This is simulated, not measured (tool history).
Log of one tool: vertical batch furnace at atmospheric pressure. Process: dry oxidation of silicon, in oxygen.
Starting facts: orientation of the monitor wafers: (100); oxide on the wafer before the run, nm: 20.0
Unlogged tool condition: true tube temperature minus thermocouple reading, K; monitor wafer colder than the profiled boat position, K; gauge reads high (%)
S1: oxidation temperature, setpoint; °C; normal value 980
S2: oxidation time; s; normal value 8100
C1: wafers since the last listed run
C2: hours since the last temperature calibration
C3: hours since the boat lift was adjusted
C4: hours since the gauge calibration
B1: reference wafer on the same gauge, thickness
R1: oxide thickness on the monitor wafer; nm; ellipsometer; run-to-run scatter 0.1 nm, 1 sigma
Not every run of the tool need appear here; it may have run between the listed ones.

run 1 hour=0 | S1=980 S2=6930 | C1=0 C2=3520.8 C3=2185.2 C4=114.5 | B1=55.12 | R1=62.81
run 2 hour=28.8 | S1=980 S2=6930 | C1=191 C2=3549.6 C3=2214 C4=143.3 | B1=55.1 | R1=62.89
run 3 hour=54.8 | S1=987 S2=10410 | C1=173 C2=3575.6 C3=2240 C4=169.3 | B1=55.09 | R1=85.39
run 4 hour=68.1 | S1=980 S2=8100 | C1=88 C2=3588.9 C3=2253.3 C4=182.6 | B1=55.12 | R1=69.27
run 5 hour=103.5 | S1=980 S2=8100 | C1=235 C2=3624.3 C3=2288.7 C4=218 | B1=55.1 | R1=69.26
run 6 hour=117.7 | S1=980 S2=8100 | C1=94 C2=3638.5 C3=2302.9 C4=232.2 | B1=55.09 | R1=69.19
run 7 hour=142.2 | S1=980 S2=8100 | C1=163 C2=3663 C3=2327.4 C4=256.7 | B1=55.13 | R1=69.24
run 8 hour=172.2 | S1=980 S2=8100 | C1=199 C2=3693 C3=2357.4 C4=286.7 | B1=55.12 | R1=69.32
run 9 hour=201.6 | S1=980 S2=8100 | C1=195 C2=3722.4 C3=2386.8 C4=316.1 | B1=55.11 | R1=69.22
run 10 hour=227.5 | S1=980 S2=8100 | C1=172 C2=3748.3 C3=2412.7 C4=342 | B1=55.1 | R1=69.3
run 11 hour=256.6 | S1=980 S2=8100 | C1=193 C2=3777.4 C3=2441.8 C4=371.1 | B1=55.1 | R1=69.12
run 12 hour=345 | S1=980 S2=8100 | C1=588 C2=3865.8 C3=2530.2 C4=459.5 | B1=55.11 | R1=69.29
run 13 hour=372.7 | S1=996 S2=4110 | C1=184 C2=3893.5 C3=2557.9 C4=487.2 | B1=55.09 | R1=52.06
run 14 hour=394.4 | S1=987 S2=10710 | C1=144 C2=3915.2 C3=2579.6 C4=508.9 | B1=55.09 | R1=86.97
run 15 hour=411.1 | S1=987 S2=10410 | C1=111 C2=3931.9 C3=2596.3 C4=525.6 | B1=55.09 | R1=85.39
run 16 hour=477.5 | S1=980 S2=8100 | C1=442 C2=3998.3 C3=2662.7 C4=592 | B1=55.09 | R1=69.19
-- hour=486.5 gauge calibrated
run 17 hour=491.5 | S1=963 S2=6150 | C1=93 C2=4012.3 C3=2676.7 C4=5 | B1=55.11 | R1=52.78
-- hour=519.2 thermocouples replaced and temperature profile calibrated
-- hour=537.5 boat lift adjusted
run 18 hour=538 | S1=980 S2=8100 | C1=28 C2=18.8 C3=0.5 C4=51.5 | B1=55.1 | R1=68.64
run 19 hour=543.7 | S1=980 S2=8100 | C1=37 C2=24.5 C3=6.2 C4=57.2 | B1=55.08 | R1=68.35
run 20 hour=567.2 | S1=972 S2=4950 | C1=156 C2=48 C3=29.7 C4=80.7 | B1=55.09 | R1=48.66
run 21 hour=589.5 | S1=973 S2=8100 | C1=148 C2=70.3 C3=52 C4=103 | B1=55.12 | R1=65.8
run 22 hour=620.8 | S1=964 S2=8100 | C1=208 C2=101.6 C3=83.3 C4=134.3 | B1=55.12 | R1=62.06
run 23 hour=667.9 | S1=960 S2=4260 | C1=313 C2=148.7 C3=130.4 C4=181.4 | B1=55.1 | R1=41.95
run 24 hour=686.5 | S1=980 S2=8100 | C1=123 C2=167.3 C3=149 C4=200 | B1=55.12 | R1=68.42
run 25 hour=718.7 | S1=968 S2=6390 | C1=214 C2=199.5 C3=181.2 C4=232.2 | B1=55.09 | R1=55.12

Alternative continuations, all from the tool just after run 25; predict every row:
run A hour=724.5 | S1=980 S2=8100 | C1=38 C2=205.3 C3=187 C4=238 | B1=? | R1=?
run B hour=724.5 | S1=980 S2=10230 | C1=38 C2=205.3 C3=187 C4=238 | B1=? | R1=?
run C hour=724.5 | S1=989 S2=6330 | C1=38 C2=205.3 C3=187 C4=238 | B1=? | R1=?
run D hour=724.5 | S1=999 S2=9240 | C1=38 C2=205.3 C3=187 C4=238 | B1=? | R1=?
run E hour=724.5 | S1=1001 S2=6630 | C1=38 C2=205.3 C3=187 C4=238 | B1=? | R1=?

run=A B1=55.08 R1=68.59
run=B B1=55.08 R1=79.52
run=C B1=55.08 R1=62.74
run=D B1=55.08 R1=86.17
run=E B1=55.08 R1=71.09
With the hidden condition removed and each run's random variation left untouched, the same runs would have given:
run=A R1=68.66
run=B R1=79.61
run=C R1=62.81
run=D R1=86.28
run=E R1=71.18
